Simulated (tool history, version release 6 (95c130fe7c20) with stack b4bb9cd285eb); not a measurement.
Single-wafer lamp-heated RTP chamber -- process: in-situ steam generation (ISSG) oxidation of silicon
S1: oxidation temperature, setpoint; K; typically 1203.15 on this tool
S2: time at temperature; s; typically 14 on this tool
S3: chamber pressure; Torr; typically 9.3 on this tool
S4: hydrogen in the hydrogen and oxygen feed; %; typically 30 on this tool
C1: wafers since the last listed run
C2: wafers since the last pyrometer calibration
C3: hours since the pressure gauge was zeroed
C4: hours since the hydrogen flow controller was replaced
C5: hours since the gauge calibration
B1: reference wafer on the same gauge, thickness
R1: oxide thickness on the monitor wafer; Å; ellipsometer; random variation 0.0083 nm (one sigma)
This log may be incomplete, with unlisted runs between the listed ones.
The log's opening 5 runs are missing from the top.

run    hour       S1  S2    S3  S4   C1    C2      C3      C4      C5     B1     R1
  6   286.3  1203.15  14   9.3  30  785  2786  3554.6  6201.5  1795.3  3.982  41.65
  7   349.0  1203.15  14   9.3  30  751  3538  3617.3  6264.2  1858.0  3.980  41.91
      378.9  -- gauge calibrated
  8   379.7  1203.15  14   9.3  30  368  3906  3648.0  6294.9     0.8  3.981  41.75
      434.7  -- pyrometer window cleaned and pyrometer calibrated
  9   435.2  1203.15  11   9.3  30  569     6  3703.5  6350.4    56.3  3.977  38.19
 10   482.7  1203.15  14   9.3  27  569   575  3751.0  6397.9   103.8  3.981  40.52
 11   516.8  1190.15  14   9.3  23  408   984  3785.1  6432.0   137.9  3.981  37.90
      568.5  -- pressure gauge zeroed
 12   569.0  1203.15  14   9.3  30  529  1514     0.5  6484.2   190.1  3.981  41.68
 13   628.1  1203.15   8   9.3  20  708  2223    59.6  6543.3   249.2  3.978  31.26
 14   679.6  1189.15  14   8.4  30  617  2840   111.1  6594.8   300.7  3.980  41.07
      735.2  -- hydrogen flow controller replaced
 15   741.6  1203.15  14  10.2  30  647  3488   173.1     6.4   362.7  3.981  40.98
 16   780.0  1203.15  14   9.3  30  460  3948   211.5    44.8   401.1  3.978  41.99
      818.8  -- pyrometer window cleaned and pyrometer calibrated
 17   819.3  1216.15   9   9.8  30  375     6   250.8    84.1   440.4  3.981  36.35
 18   881.7  1203.15  14  10.2  32  748   754   313.2   146.5   502.8  3.980  41.37
 19   947.8  1203.15  14   9.3  30  792  1546   379.3   212.6   568.9  3.979  41.79
 20   980.6  1203.15  18   9.3  32  393  1940   412.1   245.4   601.7  3.982  46.55
 21  1046.1  1216.15  17   9.3  21  785  2725   477.6   310.9   667.2  3.979  42.85
 22  1099.1  1203.15  14   9.3  24  635  3361   530.6   363.9   720.2  3.980  39.57
 23  1168.0  1188.15  14   9.3  30  826  4187   599.5   432.8   789.1  3.979  40.58
     1235.4  -- pyrometer window cleaned and pyrometer calibrated
 24  1235.9  1217.15   9   8.6  32  718     5   667.4   500.7   857.0  3.981  37.96
 25  1278.5  1203.15  14   9.3  30  510   516   710.0   543.3   899.6  3.980  41.55
 26  1339.6  1216.15   8   7.9  30  732  1248   771.1   604.4   960.7  3.982  36.25
 27  1403.8  1203.15  14   9.3  30  769  2018   835.3   668.6  1024.9  3.979  41.70

Expected results for the next run?
 28  1462.0  1203.15  14  9.3  30  697  2716  893.5  726.8  1083.1   ?   ?

B1: 3.979
R1: 41.77 Å
With no hidden state in the tool, this same run would have given R1 41.48 Å.

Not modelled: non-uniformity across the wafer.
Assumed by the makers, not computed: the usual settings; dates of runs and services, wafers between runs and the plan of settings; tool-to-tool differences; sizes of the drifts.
